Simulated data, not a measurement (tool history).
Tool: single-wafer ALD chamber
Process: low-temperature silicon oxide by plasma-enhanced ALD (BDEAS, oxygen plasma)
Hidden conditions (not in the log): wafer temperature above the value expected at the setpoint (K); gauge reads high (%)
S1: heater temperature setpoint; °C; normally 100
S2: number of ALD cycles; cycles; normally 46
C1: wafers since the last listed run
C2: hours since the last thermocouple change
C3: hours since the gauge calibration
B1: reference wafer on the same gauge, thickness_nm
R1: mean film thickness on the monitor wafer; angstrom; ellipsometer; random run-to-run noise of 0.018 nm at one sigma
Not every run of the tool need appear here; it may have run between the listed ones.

run	hour	S1	S2	C1	C2	C3	B1	R1
1	0.0	100	48	0	2094.6	20.4	6.853	76.22
2	15.0	100	46	106	2109.6	35.4	6.852	72.87
3	23.2	100	46	58	2117.8	43.6	6.848	72.77
4	36.9	100	46	97	2131.5	57.3	6.847	72.75
5	45.4	100	46	60	2140.0	65.8	6.846	72.57
6	52.4	100	46	49	2147.0	72.8	6.850	72.57
7	69.4	100	46	120	2164.0	89.8	6.849	72.58
8	78.7	100	46	66	2173.3	99.1	6.851	72.82
9	88.6	100	46	70	2183.2	109.0	6.854	73.04
10	105.7	100	46	121	2200.3	126.1	6.852	72.60
11	116.6	100	46	77	2211.2	137.0	6.849	72.97
# hour 125.3: thermocouple changed; heater temperature recalibrated
12	125.8	100	46	8	0.5	146.2	6.849	72.64
13	133.7	100	46	56	8.4	154.1	6.852	72.73
14	142.1	100	46	59	16.8	162.5	6.848	72.79
15	154.3	100	46	86	29.0	174.7	6.852	72.59
16	166.3	100	46	85	41.0	186.7	6.847	73.22
17	184.0	100	46	125	58.7	204.4	6.852	72.92
18	194.5	112	54	74	69.2	214.9	6.849	83.72
19	208.8	114	43	101	83.5	229.2	6.852	66.10
20	216.2	104	39	52	90.9	236.6	6.848	61.30
21	226.7	100	46	74	101.4	247.1	6.847	72.87
22	234.3	100	46	54	109.0	254.7	6.850	72.49
23	243.2	100	46	63	117.9	263.6	6.851	72.65
24	251.2	112	46	56	125.9	271.6	6.851	71.46
25	259.0	108	38	55	133.7	279.4	6.849	59.26
26	265.1	100	46	43	139.8	285.5	6.853	72.78
27	280.0	91	41	106	154.7	300.4	6.847	66.74
# hour 280.4: gauge calibrated
28	295.8	92	49	112	170.5	15.4	6.848	79.47
29	303.0	106	54	51	177.7	22.6	6.849	84.90
30	310.6	94	38	54	185.3	30.2	6.849	61.40
31	329.2	100	46	132	203.9	48.8	6.846	72.96
32	340.3	114	41	78	215.0	59.9	6.849	63.45
33	354.9	96	46	103	229.6	74.5	6.849	73.41
34	367.6	100	46	90	242.3	87.2	6.852	72.85

Forecast each of these 4 alternatives for the next run:
A	368.1	100	46	3	242.8	87.7	?	?
B	368.1	93	43	3	242.8	87.7	?	?
C	368.1	110	43	3	242.8	87.7	?	?
D	368.1	87	42	3	242.8	87.7	?	?

run	B1	R1
A	6.853	72.79
B	6.853	69.56
C	6.853	66.97
D	6.853	69.21
Take away the tool's hidden state, keep each run's random variation, and the runs would have read:
run	R1
A	72.79
B	69.56
C	66.97
D	69.21
